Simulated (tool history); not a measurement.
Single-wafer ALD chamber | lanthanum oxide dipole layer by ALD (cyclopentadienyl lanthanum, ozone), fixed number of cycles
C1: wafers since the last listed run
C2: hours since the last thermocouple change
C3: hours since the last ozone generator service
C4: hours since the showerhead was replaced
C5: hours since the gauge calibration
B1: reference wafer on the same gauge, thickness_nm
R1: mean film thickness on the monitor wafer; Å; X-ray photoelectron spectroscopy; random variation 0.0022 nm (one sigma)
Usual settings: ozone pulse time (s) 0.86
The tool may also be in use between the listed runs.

{"run": 1, "day": 0.0, "ozone pulse time (s)": 0.77, "C1": 0, "C2": 1395.2, "C3": 69.4, "C4": 7084, "C5": 116.4, "B1": 0.52, "R1": 4.82}
{"run": 2, "day": 1.017, "ozone pulse time (s)": 0.86, "C1": 260, "C2": 1419.6, "C3": 93.8, "C4": 7108.4, "C5": 140.8, "B1": 0.521, "R1": 5.13}
{"run": 3, "day": 2.196, "ozone pulse time (s)": 0.86, "C1": 301, "C2": 1447.9, "C3": 122.1, "C4": 7136.7, "C5": 169.1, "B1": 0.519, "R1": 5.11}
{"run": 4, "day": 3.138, "ozone pulse time (s)": 0.86, "C1": 240, "C2": 1470.5, "C3": 144.7, "C4": 7159.3, "C5": 191.7, "B1": 0.519, "R1": 5.12}
{"run": 5, "day": 3.758, "ozone pulse time (s)": 0.86, "C1": 158, "C2": 1485.4, "C3": 159.6, "C4": 7174.2, "C5": 206.6, "B1": 0.52, "R1": 5.12}
{"run": 6, "day": 4.775, "ozone pulse time (s)": 0.86, "C1": 260, "C2": 1509.8, "C3": 184, "C4": 7198.6, "C5": 231, "B1": 0.52, "R1": 5.1}
{"run": 7, "day": 5.421, "ozone pulse time (s)": 0.86, "C1": 165, "C2": 1525.3, "C3": 199.5, "C4": 7214.1, "C5": 246.5, "B1": 0.521, "R1": 5.11}
{"run": 8, "day": 6.292, "ozone pulse time (s)": 0.76, "C1": 222, "C2": 1546.2, "C3": 220.4, "C4": 7235, "C5": 267.4, "B1": 0.521, "R1": 4.72}
{"run": 9, "day": 7.792, "ozone pulse time (s)": 0.86, "C1": 383, "C2": 1582.2, "C3": 256.4, "C4": 7271, "C5": 303.4, "B1": 0.52, "R1": 5.09}
{"run": 10, "day": 8.842, "ozone pulse time (s)": 0.86, "C1": 268, "C2": 1607.4, "C3": 281.6, "C4": 7296.2, "C5": 328.6, "B1": 0.52, "R1": 5.04}
{"run": 11, "day": 9.671, "ozone pulse time (s)": 0.86, "C1": 212, "C2": 1627.3, "C3": 301.5, "C4": 7316.1, "C5": 348.5, "B1": 0.519, "R1": 5.04}
{"run": 12, "day": 10.608, "ozone pulse time (s)": 1.08, "C1": 239, "C2": 1649.8, "C3": 324, "C4": 7338.6, "C5": 371, "B1": 0.52, "R1": 5.49}
{"run": 13, "day": 11.767, "ozone pulse time (s)": 1.08, "C1": 296, "C2": 1677.6, "C3": 351.8, "C4": 7366.4, "C5": 398.8, "B1": 0.519, "R1": 5.51}
{"day": 13.358, "done": "thermocouple changed; heater temperature recalibrated"}
{"run": 14, "day": 13.379, "ozone pulse time (s)": 1.17, "C1": 327, "C2": 0.5, "C3": 390.5, "C4": 7405.1, "C5": 437.5, "B1": 0.519, "R1": 5.63}
{"run": 15, "day": 13.721, "ozone pulse time (s)": 1.02, "C1": 87, "C2": 8.7, "C3": 398.7, "C4": 7413.3, "C5": 445.7, "B1": 0.52, "R1": 5.35}
{"run": 16, "day": 14.296, "ozone pulse time (s)": 1.15, "C1": 147, "C2": 22.5, "C3": 412.5, "C4": 7427.1, "C5": 459.5, "B1": 0.519, "R1": 5.56}
{"run": 17, "day": 15.3, "ozone pulse time (s)": 1.06, "C1": 256, "C2": 46.6, "C3": 436.6, "C4": 7451.2, "C5": 483.6, "B1": 0.519, "R1": 5.44}
{"day": 15.7, "done": "gauge calibrated"}
{"day": 16.479, "done": "showerhead replaced"}
{"run": 18, "day": 16.783, "ozone pulse time (s)": 0.58, "C1": 294, "C2": 82.2, "C3": 472.2, "C4": 7.3, "C5": 26, "B1": 0.519, "R1": 3.71}
{"run": 19, "day": 18.008, "ozone pulse time (s)": 1.16, "C1": 313, "C2": 111.6, "C3": 501.6, "C4": 36.7, "C5": 55.4, "B1": 0.518, "R1": 5.53}
{"day": 18.662, "done": "ozone generator serviced"}
{"run": 20, "day": 19.05, "ozone pulse time (s)": 0.86, "C1": 181, "C2": 136.6, "C3": 9.3, "C4": 61.7, "C5": 80.4, "B1": 0.521, "R1": 5.06}
{"run": 21, "day": 20.542, "ozone pulse time (s)": 0.86, "C1": 381, "C2": 172.4, "C3": 45.1, "C4": 97.5, "C5": 116.2, "B1": 0.52, "R1": 5.1}
{"run": 22, "day": 21.992, "ozone pulse time (s)": 1.14, "C1": 370, "C2": 207.2, "C3": 79.9, "C4": 132.3, "C5": 151, "B1": 0.52, "R1": 5.67}
{"run": 23, "day": 22.567, "ozone pulse time (s)": 0.86, "C1": 147, "C2": 221, "C3": 93.7, "C4": 146.1, "C5": 164.8, "B1": 0.52, "R1": 5.1}
{"run": 24, "day": 23.212, "ozone pulse time (s)": 0.55, "C1": 165, "C2": 236.5, "C3": 109.2, "C4": 161.6, "C5": 180.3, "B1": 0.52, "R1": 3.72}
{"run": 25, "day": 24.442, "ozone pulse time (s)": 1.19, "C1": 314, "C2": 266, "C3": 138.7, "C4": 191.1, "C5": 209.8, "B1": 0.52, "R1": 5.71}
{"run": 26, "day": 26.7, "ozone pulse time (s)": 0.73, "C1": 577, "C2": 320.2, "C3": 192.9, "C4": 245.3, "C5": 264, "B1": 0.52, "R1": 4.61}

Measured less the same run without the tool's hidden state. The same run-to-run variation is in both; the gauge's scatter may not be:
The hidden state here: wafer temperature above the value expected at the setpoint (K); ozone dose above that of a generator just serviced (%); gauge reads high (%).
run=1 R1=-0.02
run=2 R1=-0.03
run=3 R1=-0.03
run=4 R1=-0.03
run=5 R1=-0.04
run=6 R1=-0.05
run=7 R1=-0.05
run=8 R1=-0.06
run=9 R1=-0.07
run=10 R1=-0.08
run=11 R1=-0.1
run=12 R1=-0.09
run=13 R1=-0.1
run=14 R1=-0.1
run=15 R1=-0.13
run=16 R1=-0.12
run=17 R1=-0.15
run=18 R1=-0.26
run=19 R1=-0.17
run=20 R1=-0.05
run=21 R1=-0.04
run=22 R1=-0.03
run=23 R1=-0.05
run=24 R1=-0.06
run=25 R1=-0.04
run=26 R1=-0.08

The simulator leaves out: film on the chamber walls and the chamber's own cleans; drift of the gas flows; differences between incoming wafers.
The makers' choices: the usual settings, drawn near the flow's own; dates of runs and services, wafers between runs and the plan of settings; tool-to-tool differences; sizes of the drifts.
